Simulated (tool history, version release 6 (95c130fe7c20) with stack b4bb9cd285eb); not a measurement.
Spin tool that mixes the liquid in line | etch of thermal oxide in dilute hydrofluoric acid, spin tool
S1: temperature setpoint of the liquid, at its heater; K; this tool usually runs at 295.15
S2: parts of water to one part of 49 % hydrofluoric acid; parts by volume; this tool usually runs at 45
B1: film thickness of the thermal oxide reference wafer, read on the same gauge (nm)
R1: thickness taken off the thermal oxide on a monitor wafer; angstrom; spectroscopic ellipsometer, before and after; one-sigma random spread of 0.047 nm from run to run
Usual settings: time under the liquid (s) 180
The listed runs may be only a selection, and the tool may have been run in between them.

{"run": 1, "day": 0.0, "S1": 295.15, "S2": 45, "time under the liquid (s)": 180, "B1": 50, "R1": 169}
{"run": 2, "day": 0.617, "S1": 295.15, "S2": 45, "time under the liquid (s)": 130, "B1": 49.98, "R1": 121.8}
{"run": 3, "day": 1.208, "S1": 295.15, "S2": 45, "time under the liquid (s)": 130, "B1": 49.99, "R1": 121.5}
{"run": 4, "day": 1.758, "S1": 295.15, "S2": 45, "time under the liquid (s)": 130, "B1": 50.01, "R1": 121.5}
{"run": 5, "day": 2.338, "S1": 298.15, "S2": 45, "time under the liquid (s)": 250, "B1": 50.01, "R1": 266.1}
{"run": 6, "day": 2.725, "S1": 298.15, "S2": 45, "time under the liquid (s)": 250, "B1": 49.97, "R1": 265.3}
{"run": 7, "day": 3.167, "S1": 298.15, "S2": 45, "time under the liquid (s)": 250, "B1": 49.98, "R1": 267.2}
{"run": 8, "day": 3.604, "S1": 295.15, "S2": 45, "time under the liquid (s)": 180, "B1": 50.01, "R1": 168.5}
{"day": 3.754, "done": "thermometer replaced"}
{"run": 9, "day": 3.95, "S1": 295.15, "S2": 45, "time under the liquid (s)": 180, "B1": 50, "R1": 188.9}
{"run": 10, "day": 4.662, "S1": 295.15, "S2": 45, "time under the liquid (s)": 130, "B1": 49.99, "R1": 136.7}
{"run": 11, "day": 5.304, "S1": 292.15, "S2": 60, "time under the liquid (s)": 180, "B1": 50.06, "R1": 122.2}
{"run": 12, "day": 5.8, "S1": 295.15, "S2": 45, "time under the liquid (s)": 125, "B1": 49.97, "R1": 131.3}
{"day": 5.954, "done": "hydrofluoric acid flow meter replaced"}
{"run": 13, "day": 6.517, "S1": 295.15, "S2": 45, "time under the liquid (s)": 180, "B1": 49.99, "R1": 179.3}
{"day": 6.796, "done": "gauge calibrated"}
{"run": 14, "day": 7.204, "S1": 295.15, "S2": 45, "time under the liquid (s)": 130, "B1": 49.96, "R1": 128.5}
{"run": 15, "day": 7.858, "S1": 295.15, "S2": 60, "time under the liquid (s)": 180, "B1": 50.02, "R1": 132}
{"run": 16, "day": 8.533, "S1": 298.15, "S2": 45, "time under the liquid (s)": 240, "B1": 50, "R1": 269.5}
{"run": 17, "day": 8.858, "S1": 295.15, "S2": 45, "time under the liquid (s)": 280, "B1": 50.03, "R1": 277.6}
{"run": 18, "day": 9.6, "S1": 295.15, "S2": 25, "time under the liquid (s)": 250, "B1": 50.01, "R1": 461.1}
{"run": 19, "day": 10.254, "S1": 295.15, "S2": 45, "time under the liquid (s)": 280, "B1": 50.01, "R1": 279.4}

Alternative continuations, all from the tool just after run 19; predict every row:
{"run": "A", "day": 10.275, "S1": 295.15, "S2": 45, "time under the liquid (s)": 180, "B1": "?", "R1": "?"}
{"run": "B", "day": 10.275, "S1": 295.15, "S2": 40, "time under the liquid (s)": 180, "B1": "?", "R1": "?"}
{"run": "C", "day": 10.275, "S1": 296.65, "S2": 40, "time under the liquid (s)": 285, "B1": "?", "R1": "?"}
{"run": "D", "day": 10.275, "S1": 296.65, "S2": 35, "time under the liquid (s)": 250, "B1": "?", "R1": "?"}
{"run": "E", "day": 10.275, "S1": 298.15, "S2": 35, "time under the liquid (s)": 180, "B1": "?", "R1": "?"}

run=A B1=50.01 R1=179.8
run=B B1=50.01 R1=203.5
run=C B1=50.01 R1=343.2
run=D B1=50.01 R1=346.4
run=E B1=50.01 R1=265.5
Without the tool's unlogged condition, the same runs would have read:
run=A R1=179.5
run=B R1=203.2
run=C R1=342.6
run=D R1=345.8
run=E R1=265
